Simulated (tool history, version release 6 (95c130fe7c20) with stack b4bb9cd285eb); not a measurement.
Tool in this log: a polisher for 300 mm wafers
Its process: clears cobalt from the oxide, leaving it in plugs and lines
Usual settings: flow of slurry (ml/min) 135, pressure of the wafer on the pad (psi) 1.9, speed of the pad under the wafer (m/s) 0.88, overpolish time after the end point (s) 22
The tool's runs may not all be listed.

run	hour	flow of slurry (ml/min)	pressure of the wafer on the pad (psi)	speed of the pad under the wafer (m/s)	overpolish time after the end point (s)	incoming thickness of the incoming film, nm	time until the end point was called (s)	dishing of a wide line in a test structure (angstrom)
1	0.0	135	2.2	0.88	22	257.6	50.7	291
2	80.2	135	2.2	0.88	22	260.0	52.4	294
3	117.9	120	1.9	0.88	13	257.7	59.8	240
4	137.2	120	1.9	0.88	13	261.6	60.8	241
5	172.9	120	1.9	0.88	13	262.6	61.5	239
# hour 185.1: worn pad replaced by a new one
6	186.6	135	1.9	0.88	25	260.7	58.6	288
7	221.8	135	1.9	0.88	22	263.5	58.3	281
8	241.2	135	1.7	0.88	22	260.5	61.9	278
# hour 261.0: head pressure recalibrated
9	273.0	135	1.7	0.88	22	258.3	58.8	280
10	294.8	135	2.1	0.88	32	255.2	51.1	295
11	357.1	90	2.4	0.74	27	260.4	64.6	289
# hour 369.8: slurry nozzle cleaned
12	379.8	145	2.4	0.88	22	259.1	45.9	297
13	401.7	135	1.9	0.74	22	256.7	65.3	277
14	433.5	135	2.5	1.02	11	262.1	39.3	264
# hour 447.4: worn pad replaced by a new one
15	447.9	175	1.9	0.88	30	258.2	54.1	299
16	468.2	135	1.9	0.88	22	265.0	59.4	283
17	487.1	135	1.9	0.72	14	265.4	67.5	236
18	509.0	135	2.1	0.88	14	264.3	52.5	260
19	532.6	170	2.6	0.66	33	262.2	59.3	299
20	547.8	135	1.9	0.88	22	264.8	56.5	287

What if the next run were any one of these 5? Each begins from the tool's condition after run 20:
A	548.2	135	1.9	0.88	22	258.6	?	?
B	548.2	160	1.3	1.00	25	258.6	?	?
C	548.2	135	1.9	0.74	33	258.6	?	?
D	548.2	100	2.3	0.80	18	258.6	?	?
E	548.2	175	1.5	1.16	29	258.6	?	?

run	time until the end point was called (s)	dishing of a wide line in a test structure (angstrom)
A	57.8	288
B	62.7	291
C	68.7	299
D	59.9	274
E	48.8	302
Stripped of hidden state, with their random variation kept, the same runs would have yielded:
run	time until the end point was called (s)	dishing of a wide line in a test structure (angstrom)
A	55.1	290
B	59.8	293
C	65.6	300
D	57.1	277
E	46.6	302

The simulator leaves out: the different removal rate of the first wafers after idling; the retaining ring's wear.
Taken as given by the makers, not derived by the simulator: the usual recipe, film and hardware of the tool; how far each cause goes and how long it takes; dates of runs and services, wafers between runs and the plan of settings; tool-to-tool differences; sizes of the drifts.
